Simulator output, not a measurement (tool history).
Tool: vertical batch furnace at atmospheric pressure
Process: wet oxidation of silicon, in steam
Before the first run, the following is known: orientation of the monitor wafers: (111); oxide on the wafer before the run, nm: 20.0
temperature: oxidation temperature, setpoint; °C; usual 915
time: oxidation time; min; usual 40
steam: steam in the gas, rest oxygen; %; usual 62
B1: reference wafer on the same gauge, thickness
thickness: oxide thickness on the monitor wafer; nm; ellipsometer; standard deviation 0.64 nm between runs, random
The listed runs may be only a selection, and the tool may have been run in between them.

Run 1, hour 0: usual settings but steam 54 %; B1 150.53. Result: thickness 130.65 nm.
Run 2, hour 49.4: usual settings; B1 150.14. Result: thickness 145.8 nm.
Run 3, hour 106.8: usual settings; B1 149.94. Result: thickness 144.49 nm.
Run 4, hour 144.2: usual settings; B1 149.93. Result: thickness 144.64 nm.
Run 5, hour 203.4: usual settings but time 35.5 min; B1 149.71. Result: thickness 131.78 nm.
Run 6, hour 259.6: usual settings but temperature 901 °C, time 49 min; B1 149.46. Result: thickness 144.4 nm.
At hour 296.3: steam generator serviced.
Run 7, hour 315.4: usual settings but temperature 901 °C, time 49 min; B1 149.46. Result: thickness 144.57 nm.
Run 8, hour 351.7: usual settings but time 48 min; B1 149.42. Result: thickness 165.12 nm.
Run 9, hour 387.3: usual settings; B1 149.45. Result: thickness 143.99 nm.
At hour 441.6: thermocouples replaced and temperature profile calibrated.
Run 10, hour 442.1: usual settings but temperature 936 °C, time 59.5 min, steam 70 %; B1 149.52. Result: thickness 252.52 nm.
Run 11, hour 472.4: usual settings but temperature 923 °C, time 52.5 min, steam 56 %; B1 149.4. Result: thickness 174.47 nm.
Run 12, hour 500.9: usual settings but time 25 min, steam 67 %; B1 149.29. Result: thickness 108.42 nm.
At hour 510.7: gauge calibrated.
Run 13, hour 527.1: usual settings but temperature 940 °C, time 47 min, steam 69 %; B1 152.44. Result: thickness 221.95 nm.
Run 14, hour 586: usual settings; B1 151.76. Result: thickness 145.2 nm.
Run 15, hour 611.2: usual settings but temperature 940 °C, time 47 min, steam 69 %; B1 151.1. Result: thickness 219.55 nm.
Run 16, hour 662.3: usual settings; B1 151.01. Result: thickness 145.39 nm.
Run 17, hour 693.8: usual settings but temperature 902 °C; B1 150.64. Result: thickness 126.54 nm.
Run 18, hour 729.3: usual settings but temperature 925 °C, steam 59 %; B1 150.58. Result: thickness 152.53 nm.
Run 19, hour 794.6: usual settings but temperature 938 °C, time 47 min, steam 50 %; B1 150.46. Result: thickness 170.4 nm.

Hidden state, per run?
true tube temperature minus thermocouple reading, K: 0 on each run
steam share off its setpoint, % of the setpoint: 0 on each run
H1: gauge reads high (%)
run      H1
  1   -1.01
  2    -1.2
  3   -1.36
  4   -1.44
  5   -1.54
  6   -1.62
  7   -1.67
  8    -1.7
  9   -1.72
 10   -1.75
 11   -1.76
 12   -1.77
 13   0.215
 14   -0.26
 15  -0.425
 16    -0.7
 17  -0.839
 18   -0.97
 19   -1.16
